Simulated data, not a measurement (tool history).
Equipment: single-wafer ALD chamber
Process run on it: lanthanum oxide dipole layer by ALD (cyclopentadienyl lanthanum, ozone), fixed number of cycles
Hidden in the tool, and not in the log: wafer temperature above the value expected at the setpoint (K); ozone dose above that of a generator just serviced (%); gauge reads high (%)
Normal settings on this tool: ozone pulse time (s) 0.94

run	day	ozone pulse time (s)	wafers since the last listed run	hours since the last thermocouple change	hours since the last ozone generator service	hours since the showerhead was replaced	hours since the gauge calibration	read-back reference wafer on the same gauge, thickness_nm	mean film thickness on the monitor wafer (angstrom)
1	0	0.94	0	719.8	1150.7	2461.7	741.8	0.532	5.66
2	2.121	0.94	1071	770.7	1201.6	2512.6	792.7	0.534	5.67
3	4.754	0.94	1330	833.9	1264.8	2575.8	855.9	0.534	5.64
4	6.629	0.77	947	878.9	1309.8	2620.8	900.9	0.535	5.09
5	7.833	0.77	608	907.8	1338.7	2649.7	929.8	0.536	5.1
6	10.3	0.94	1245	967	1397.9	2708.9	989	0.537	5.66
7	12.4	1.02	1060	1017.4	1448.3	2759.3	1039.4	0.538	5.93
8	14.383	1.02	1001	1065	1495.9	2806.9	1087	0.539	5.9
# day 15.312: showerhead replaced
9	16.196	1.02	747	1108.5	1539.4	21.2	1130.5	0.54	5.97
10	19.667	1.1	1753	1191.8	1622.7	104.5	1213.8	0.542	6.12
# day 20.967: ozone generator serviced
# day 21.167: gauge calibrated
11	22.396	0.59	1210	1257.3	34.3	170	29.5	0.526	4.08
12	24.383	0.73	1003	1305	82	217.7	77.2	0.526	4.87
13	27.154	0.84	1399	1371.5	148.5	284.2	143.7	0.527	5.33
14	29.612	1.09	1241	1430.5	207.5	343.2	202.7	0.526	5.95
15	32.092	1.26	1252	1490	267	402.7	262.2	0.527	6.13
# day 33.983: thermocouple changed; heater temperature recalibrated
16	34.004	1.11	797	0.5	312.9	448.6	308.1	0.527	5.96
17	35.283	0.94	646	31.2	343.6	479.3	338.8	0.528	5.58
18	37.367	1.28	1052	81.2	393.6	529.3	388.8	0.528	6.19
19	44.492	1.16	3598	252.2	564.6	700.3	559.8	0.53	6.08
20	46.688	1.02	1109	304.9	617.3	753	612.5	0.53	5.83
21	48.921	1.26	1128	358.5	670.9	806.6	666.1	0.531	6.2

3 ways to go on from here, each from the tool as it stands after run 21. What would each give?
A	48.938	0.74	8	358.9	671.3	807	666.5	?	?
B	48.938	1.15	8	358.9	671.3	807	666.5	?	?
C	48.938	1.31	8	358.9	671.3	807	666.5	?	?

run	read-back reference wafer on the same gauge, thickness_nm	mean film thickness on the monitor wafer (angstrom)
A	0.532	4.92
B	0.532	6.04
C	0.532	6.24
What these runs would have given with no unlogged condition in the tool:
run	mean film thickness on the monitor wafer (angstrom)
A	4.88
B	5.99
C	6.19

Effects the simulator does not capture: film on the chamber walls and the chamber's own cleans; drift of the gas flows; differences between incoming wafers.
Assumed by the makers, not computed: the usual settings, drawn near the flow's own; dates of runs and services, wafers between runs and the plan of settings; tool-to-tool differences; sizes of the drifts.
